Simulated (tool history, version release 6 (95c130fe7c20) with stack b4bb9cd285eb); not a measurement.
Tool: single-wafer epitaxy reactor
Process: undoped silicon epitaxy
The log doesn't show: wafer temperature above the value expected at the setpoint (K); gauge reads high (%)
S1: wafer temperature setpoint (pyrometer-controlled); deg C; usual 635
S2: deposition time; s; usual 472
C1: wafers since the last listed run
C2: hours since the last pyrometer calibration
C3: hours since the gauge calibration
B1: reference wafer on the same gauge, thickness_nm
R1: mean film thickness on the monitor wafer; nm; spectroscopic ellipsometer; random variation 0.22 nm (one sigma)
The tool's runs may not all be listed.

run,hour,S1,S2,C1,C2,C3,B1,R1
1,0,635,472,0,2158.2,94.5,56.391,61.505
2,10.6,635,472,47,2168.8,105.1,56.407,61.416
3,22.2,635,472,52,2180.4,116.7,56.446,61.934
4,28.8,629,472,29,2187,123.3,56.399,52.776
5,45.2,629,472,74,2203.4,139.7,56.448,53.676
6,58.6,629,472,60,2216.8,153.1,56.324,53.459
7,71.1,635,472,56,2229.3,165.6,56.414,62.418
8,108.4,635,472,168,2266.6,202.9,56.382,62.71
9,121.6,645,472,59,2279.8,216.1,56.284,79.788
# hour 134.4: pyrometer calibrated
10,138.8,645,472,41,4.4,233.3,56.44,67.831
11,147.1,635,472,37,12.7,241.6,56.341,52.938
12,162.2,635,472,68,27.8,256.7,56.37,52.774
13,178,629,472,71,43.6,272.5,56.326,45.695
14,195.6,635,472,79,61.2,290.1,56.406,53.004
15,209.7,635,472,63,75.3,304.2,56.368,53.266
# hour 219.4: gauge calibrated
16,223.9,631,540,64,89.5,4.5,56.281,54.773
17,239,628,436,68,104.6,19.6,56.324,41.021
18,247.3,626,561,37,112.9,27.9,56.307,49.886
19,253.7,647,402,28,119.3,34.3,56.385,61.366
20,260.7,648,516,31,126.3,41.3,56.487,80.362
21,268.7,623,550,36,134.3,49.3,56.354,45.528
22,274.9,635,472,28,140.5,55.5,56.379,53.226
23,283.5,642,550,38,149.1,64.1,56.325,73.448
24,291.6,644,523,36,157.2,72.2,56.403,74.29

Forecast each of these 4 alternatives for the next run:
A,292.1,635,389,2,157.7,72.7,?,?
B,292.1,648,431,2,157.7,72.7,?,?
C,292.1,641,379,2,157.7,72.7,?,?
D,292.1,624,436,2,157.7,72.7,?,?

run,B1,R1
A,56.39,43.861
B,56.39,67.425
C,56.39,49.771
D,56.39,36.949
Without the tool's hidden state the same runs would have given:
run,R1
A,42.734
B,65.748
C,48.512
D,35.974
